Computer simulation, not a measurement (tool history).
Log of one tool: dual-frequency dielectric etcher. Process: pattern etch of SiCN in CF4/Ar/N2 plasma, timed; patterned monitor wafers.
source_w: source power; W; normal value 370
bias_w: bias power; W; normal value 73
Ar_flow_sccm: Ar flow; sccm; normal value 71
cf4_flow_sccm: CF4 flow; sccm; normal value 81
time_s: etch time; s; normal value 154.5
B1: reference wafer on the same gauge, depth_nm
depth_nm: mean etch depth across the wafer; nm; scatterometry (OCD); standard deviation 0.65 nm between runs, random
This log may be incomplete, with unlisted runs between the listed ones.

run 1 day=0.000 | source_w=370 bias_w=73 Ar_flow_sccm=71 cf4_flow_sccm=81 time_s=154.5 | B1=101.0 | depth_nm=117.9
-- day=1.558 gauge calibrated
run 2 day=3.862 | source_w=370 bias_w=73 Ar_flow_sccm=71 cf4_flow_sccm=81 time_s=154.5 | B1=100.9 | depth_nm=117.4
run 3 day=5.162 | source_w=370 bias_w=73 Ar_flow_sccm=71 cf4_flow_sccm=81 time_s=154.5 | B1=101.0 | depth_nm=117.9
run 4 day=6.096 | source_w=370 bias_w=73 Ar_flow_sccm=71 cf4_flow_sccm=81 time_s=154.5 | B1=101.0 | depth_nm=117.9
run 5 day=6.788 | source_w=370 bias_w=73 Ar_flow_sccm=71 cf4_flow_sccm=81 time_s=154.5 | B1=101.0 | depth_nm=118.6
-- day=7.371 Ar flow controller replaced
-- day=9.025 upper electrode replaced
run 6 day=9.046 | source_w=370 bias_w=73 Ar_flow_sccm=65 cf4_flow_sccm=81 time_s=154.5 | B1=101.0 | depth_nm=119.5
run 7 day=9.058 | source_w=370 bias_w=73 Ar_flow_sccm=65 cf4_flow_sccm=81 time_s=154.5 | B1=100.9 | depth_nm=120.1
-- day=9.279 bias power generator calibrated
-- day=11.271 source power generator calibrated
run 8 day=11.438 | source_w=370 bias_w=63 Ar_flow_sccm=88 cf4_flow_sccm=81 time_s=154.5 | B1=101.0 | depth_nm=108.1
-- day=12.100 CF4 flow controller replaced
run 9 day=12.212 | source_w=370 bias_w=63 Ar_flow_sccm=71 cf4_flow_sccm=81 time_s=154.5 | B1=101.1 | depth_nm=111.2
-- day=12.938 gauge calibrated
-- day=13.254 wet clean of the chamber
run 10 day=14.754 | source_w=370 bias_w=89 Ar_flow_sccm=71 cf4_flow_sccm=61 time_s=154.5 | B1=101.0 | depth_nm=124.6
run 11 day=16.142 | source_w=370 bias_w=73 Ar_flow_sccm=77 cf4_flow_sccm=81 time_s=154.5 | B1=101.1 | depth_nm=116.1

Forecast run 12:
run 12 day=17.042 | source_w=370 bias_w=73 Ar_flow_sccm=71 cf4_flow_sccm=81 time_s=154.5 | B1=? | depth_nm=?

B1: 100.9
depth_nm: 117.6 nm
If the tool had no hidden condition, the same run with the same run-to-run variation would have returned depth_nm 117.6 nm.
